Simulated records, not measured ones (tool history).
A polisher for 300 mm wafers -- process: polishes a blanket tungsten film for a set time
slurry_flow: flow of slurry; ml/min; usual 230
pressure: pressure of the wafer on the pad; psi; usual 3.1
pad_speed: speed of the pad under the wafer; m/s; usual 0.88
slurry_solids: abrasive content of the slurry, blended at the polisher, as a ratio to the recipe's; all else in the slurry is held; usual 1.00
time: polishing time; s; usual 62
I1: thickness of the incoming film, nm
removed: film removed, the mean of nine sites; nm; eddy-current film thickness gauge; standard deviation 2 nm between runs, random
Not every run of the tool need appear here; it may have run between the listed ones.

run 1 day=0.000 | slurry_flow=230 pressure=3.1 pad_speed=0.88 slurry_solids=1.00 time=62 | I1=1039.3 | removed=158.5
run 2 day=0.350 | slurry_flow=230 pressure=3.1 pad_speed=0.88 slurry_solids=1.00 time=62 | I1=1059.5 | removed=162.7
run 3 day=0.883 | slurry_flow=230 pressure=3.1 pad_speed=0.88 slurry_solids=1.00 time=62 | I1=1048.6 | removed=157.8
-- day=1.162 slurry tank refilled with fresh slurry and peroxide
run 4 day=1.183 | slurry_flow=230 pressure=3.1 pad_speed=0.88 slurry_solids=1.00 time=70 | I1=1046.3 | removed=181.0
run 5 day=1.483 | slurry_flow=230 pressure=3.1 pad_speed=0.88 slurry_solids=1.00 time=70 | I1=1056.0 | removed=178.3
run 6 day=1.996 | slurry_flow=230 pressure=3.1 pad_speed=0.88 slurry_solids=1.00 time=62 | I1=1063.1 | removed=158.4
run 7 day=2.388 | slurry_flow=230 pressure=3.1 pad_speed=0.88 slurry_solids=1.00 time=62 | I1=1048.5 | removed=156.6
run 8 day=2.750 | slurry_flow=230 pressure=3.1 pad_speed=0.88 slurry_solids=1.00 time=62 | I1=1062.2 | removed=158.9
-- day=2.921 worn pad replaced by a new one
-- day=3.875 slurry tank refilled with fresh slurry and peroxide
run 9 day=4.779 | slurry_flow=230 pressure=3.1 pad_speed=0.88 slurry_solids=1.00 time=62 | I1=1047.8 | removed=152.8
-- day=5.221 worn pad replaced by a new one
run 10 day=5.254 | slurry_flow=230 pressure=3.8 pad_speed=0.88 slurry_solids=1.00 time=62 | I1=1060.1 | removed=185.1
-- day=5.458 head pressure recalibrated
-- day=5.562 slurry blender recalibrated
-- day=5.754 slurry nozzle cleaned
run 11 day=5.858 | slurry_flow=230 pressure=3.8 pad_speed=0.88 slurry_solids=1.00 time=62 | I1=1043.1 | removed=207.1
-- day=6.650 slurry tank refilled with fresh slurry and peroxide
run 12 day=7.196 | slurry_flow=230 pressure=3.8 pad_speed=0.88 slurry_solids=1.00 time=62 | I1=1066.8 | removed=204.4
-- day=7.904 worn pad replaced by a new one
run 13 day=7.925 | slurry_flow=295 pressure=2.8 pad_speed=0.88 slurry_solids=1.00 time=62 | I1=1060.7 | removed=160.7
run 14 day=8.396 | slurry_flow=230 pressure=3.7 pad_speed=0.88 slurry_solids=1.00 time=62 | I1=1033.0 | removed=197.8
run 15 day=9.142 | slurry_flow=230 pressure=3.1 pad_speed=0.88 slurry_solids=1.00 time=62 | I1=1062.5 | removed=170.7
run 16 day=9.396 | slurry_flow=230 pressure=3.9 pad_speed=0.74 slurry_solids=0.75 time=48 | I1=1054.7 | removed=132.3
run 17 day=9.896 | slurry_flow=230 pressure=2.5 pad_speed=0.88 slurry_solids=1.00 time=76 | I1=1048.9 | removed=177.5
-- day=10.038 slurry tank refilled with fresh slurry and peroxide
run 18 day=10.375 | slurry_flow=230 pressure=2.7 pad_speed=0.88 slurry_solids=1.15 time=62 | I1=1033.9 | removed=153.7
-- day=10.708 worn pad replaced by a new one
run 19 day=10.738 | slurry_flow=230 pressure=3.1 pad_speed=0.88 slurry_solids=1.00 time=62 | I1=1045.3 | removed=170.1
run 20 day=11.338 | slurry_flow=230 pressure=3.9 pad_speed=0.74 slurry_solids=0.75 time=48 | I1=1051.2 | removed=130.3
run 21 day=11.946 | slurry_flow=230 pressure=3.5 pad_speed=0.88 slurry_solids=1.00 time=62 | I1=1056.8 | removed=187.5
run 22 day=12.458 | slurry_flow=230 pressure=2.1 pad_speed=0.88 slurry_solids=1.15 time=54 | I1=1030.7 | removed=110.2
run 23 day=12.758 | slurry_flow=190 pressure=3.6 pad_speed=0.88 slurry_solids=1.15 time=44 | I1=1064.9 | removed=134.3
-- day=13.004 slurry tank refilled with fresh slurry and peroxide
run 24 day=13.104 | slurry_flow=305 pressure=3.1 pad_speed=0.88 slurry_solids=1.20 time=41 | I1=1049.7 | removed=120.1

Exercise: give the hidden state of the tool at every run:
removal rate lost through wear of the pad, %: 0 at every run
deviation of the head's pressure from its setpoint, %: 0 at every run
abrasive missing from the slurry, %: 0 at every run
peroxide lost from the slurry, %: 0 at every run
H1: slurry flow missing at the pad, %
run=1 H1=39.5
run=2 H1=40
run=3 H1=40.7
run=4 H1=41.1
run=5 H1=41.5
run=6 H1=42.2
run=7 H1=42.8
run=8 H1=43.3
run=9 H1=46
run=10 H1=46.7
run=11 H1=6.01
run=12 H1=7.84
run=13 H1=8.84
run=14 H1=9.48
run=15 H1=10.5
run=16 H1=10.8
run=17 H1=11.5
run=18 H1=12.2
run=19 H1=12.7
run=20 H1=13.5
run=21 H1=14.3
run=22 H1=15
run=23 H1=15.5
run=24 H1=15.9
